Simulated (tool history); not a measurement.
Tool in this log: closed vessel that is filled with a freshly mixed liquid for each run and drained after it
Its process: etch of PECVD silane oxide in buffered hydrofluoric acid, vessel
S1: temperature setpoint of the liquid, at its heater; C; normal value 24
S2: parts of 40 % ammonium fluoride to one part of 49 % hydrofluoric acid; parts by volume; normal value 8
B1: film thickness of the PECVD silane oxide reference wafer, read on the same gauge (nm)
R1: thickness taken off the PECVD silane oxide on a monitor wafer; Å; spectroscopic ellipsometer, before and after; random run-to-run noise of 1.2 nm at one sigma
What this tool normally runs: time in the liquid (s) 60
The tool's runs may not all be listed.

{"run": 1, "hour": 0.0, "S1": 23, "S2": 8, "time in the liquid (s)": 45, "B1": 120.01, "R1": 2007.1}
{"run": 2, "hour": 11.3, "S1": 23, "S2": 8, "time in the liquid (s)": 45, "B1": 120, "R1": 2021.1}
{"run": 3, "hour": 19.1, "S1": 23, "S2": 8, "time in the liquid (s)": 45, "B1": 119.99, "R1": 2005.3}
{"run": 4, "hour": 35.1, "S1": 24, "S2": 8, "time in the liquid (s)": 35, "B1": 119.98, "R1": 1642.6}
{"run": 5, "hour": 51.6, "S1": 24, "S2": 8, "time in the liquid (s)": 35, "B1": 119.99, "R1": 1651.8}
{"run": 6, "hour": 65.2, "S1": 24, "S2": 8, "time in the liquid (s)": 60, "B1": 119.99, "R1": 2844.8}
{"hour": 74.4, "done": "gauge calibrated"}
{"run": 7, "hour": 81.9, "S1": 24, "S2": 8, "time in the liquid (s)": 60, "B1": 119.99, "R1": 2849.5}
{"hour": 85.0, "done": "hydrofluoric acid flow meter replaced"}
{"run": 8, "hour": 90.1, "S1": 24, "S2": 8, "time in the liquid (s)": 60, "B1": 120.02, "R1": 2551.8}
{"run": 9, "hour": 98.0, "S1": 20.5, "S2": 8, "time in the liquid (s)": 60, "B1": 119.99, "R1": 2075.9}
{"run": 10, "hour": 131.6, "S1": 24, "S2": 6.5, "time in the liquid (s)": 60, "B1": 120.02, "R1": 3128.5}
{"run": 11, "hour": 145.6, "S1": 20.5, "S2": 8, "time in the liquid (s)": 35, "B1": 120, "R1": 1221.3}
{"run": 12, "hour": 153.4, "S1": 24, "S2": 8, "time in the liquid (s)": 60, "B1": 120.01, "R1": 2569.4}
{"hour": 157.2, "done": "thermometer replaced"}
{"run": 13, "hour": 166.6, "S1": 24, "S2": 8, "time in the liquid (s)": 60, "B1": 119.99, "R1": 2558.5}
{"run": 14, "hour": 182.7, "S1": 19.5, "S2": 6.5, "time in the liquid (s)": 35, "B1": 120.02, "R1": 1429.9}
{"run": 15, "hour": 200.6, "S1": 23, "S2": 8, "time in the liquid (s)": 45, "B1": 119.98, "R1": 1814.9}
{"run": 16, "hour": 218.5, "S1": 28.5, "S2": 6.5, "time in the liquid (s)": 30, "B1": 120, "R1": 2013.9}

4 ways to go on from here, each from the tool as it stands after run 16. What would each give?
{"run": "A", "hour": 219.2, "S1": 27.5, "S2": 8, "time in the liquid (s)": 60, "B1": "?", "R1": "?"}
{"run": "B", "hour": 219.2, "S1": 24, "S2": 10, "time in the liquid (s)": 60, "B1": "?", "R1": "?"}
{"run": "C", "hour": 219.2, "S1": 21.5, "S2": 7, "time in the liquid (s)": 30, "B1": "?", "R1": "?"}
{"run": "D", "hour": 219.2, "S1": 22.5, "S2": 9, "time in the liquid (s)": 50, "B1": "?", "R1": "?"}

run=A B1=120.02 R1=3121.5
run=B B1=120.02 R1=2111
run=C B1=120.02 R1=1296.4
run=D B1=120.02 R1=1746.6
Without the tool's hidden state the same runs would have given:
run=A R1=3057.4
run=B R1=2085.6
run=C R1=1275
run=D R1=1710.6

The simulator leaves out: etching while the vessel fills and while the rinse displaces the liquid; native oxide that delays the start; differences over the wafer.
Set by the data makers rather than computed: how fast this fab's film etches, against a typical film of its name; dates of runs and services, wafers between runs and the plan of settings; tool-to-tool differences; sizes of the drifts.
